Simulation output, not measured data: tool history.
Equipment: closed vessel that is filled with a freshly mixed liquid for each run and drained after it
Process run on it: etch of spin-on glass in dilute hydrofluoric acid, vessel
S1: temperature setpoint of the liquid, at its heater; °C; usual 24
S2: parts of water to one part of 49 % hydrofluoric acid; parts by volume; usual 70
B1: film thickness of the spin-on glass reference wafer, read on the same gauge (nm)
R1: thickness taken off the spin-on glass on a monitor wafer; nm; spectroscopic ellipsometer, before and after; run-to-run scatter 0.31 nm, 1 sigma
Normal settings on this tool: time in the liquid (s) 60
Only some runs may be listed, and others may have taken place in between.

{"run": 1, "hour": 0.0, "S1": 24, "S2": 70, "time in the liquid (s)": 60, "B1": 120, "R1": 29.49}
{"run": 2, "hour": 134.4, "S1": 24, "S2": 70, "time in the liquid (s)": 60, "B1": 119.99, "R1": 30.47}
{"run": 3, "hour": 203.9, "S1": 24, "S2": 70, "time in the liquid (s)": 60, "B1": 120.01, "R1": 29.67}
{"run": 4, "hour": 311.2, "S1": 24, "S2": 70, "time in the liquid (s)": 60, "B1": 119.98, "R1": 29.5}
{"run": 5, "hour": 349.4, "S1": 24, "S2": 80, "time in the liquid (s)": 60, "B1": 119.96, "R1": 26.05}
{"run": 6, "hour": 454.8, "S1": 24, "S2": 80, "time in the liquid (s)": 60, "B1": 119.98, "R1": 25.36}
{"run": 7, "hour": 513.1, "S1": 24, "S2": 80, "time in the liquid (s)": 60, "B1": 119.96, "R1": 25.33}
{"hour": 533.1, "done": "gauge calibrated"}
{"run": 8, "hour": 619.8, "S1": 24, "S2": 70, "time in the liquid (s)": 60, "B1": 120.06, "R1": 29.19}
{"run": 9, "hour": 715.5, "S1": 24, "S2": 70, "time in the liquid (s)": 60, "B1": 119.99, "R1": 28.92}
{"run": 10, "hour": 807.9, "S1": 24, "S2": 55, "time in the liquid (s)": 30, "B1": 120, "R1": 18.97}
{"run": 11, "hour": 847.0, "S1": 24, "S2": 70, "time in the liquid (s)": 60, "B1": 120.06, "R1": 29.26}
{"run": 12, "hour": 920.1, "S1": 24, "S2": 70, "time in the liquid (s)": 60, "B1": 119.97, "R1": 28.85}
{"hour": 933.8, "done": "thermometer replaced"}
{"run": 13, "hour": 983.5, "S1": 24, "S2": 40, "time in the liquid (s)": 60, "B1": 120, "R1": 57.33}
{"hour": 1037.6, "done": "hydrofluoric acid flow meter replaced"}
{"run": 14, "hour": 1084.6, "S1": 24, "S2": 70, "time in the liquid (s)": 80, "B1": 119.98, "R1": 42.5}
{"run": 15, "hour": 1189.8, "S1": 26.5, "S2": 40, "time in the liquid (s)": 70, "B1": 120.05, "R1": 74.56}
{"run": 16, "hour": 1270.3, "S1": 26.5, "S2": 70, "time in the liquid (s)": 40, "B1": 119.94, "R1": 23.1}
{"run": 17, "hour": 1315.0, "S1": 28, "S2": 40, "time in the liquid (s)": 35, "B1": 120.05, "R1": 38.93}
{"run": 18, "hour": 1399.5, "S1": 24, "S2": 100, "time in the liquid (s)": 60, "B1": 120.03, "R1": 20.83}

Pick out some run-to-run changes in R1. Of each, how much would a tool without hidden state show as well, from the settings, what came in and chance, and how much is left for the hidden state and any gauge scatter not in both results compared?
Hidden state at play: liquid colder than its thermometer reads (K); hydrofluoric acid flow below the setpoint (%); gauge reads high (%).
Run 12 -> 13: S2 70 -> 40, thermometer replaced. R1 +28.48 nm: hidden state +2.68, all else +25.8.
Run 15 -> 16: S2 40 -> 70, time in the liquid (s) 70 -> 40. R1 -51.46 nm: hidden state +0.69, all else -52.15.
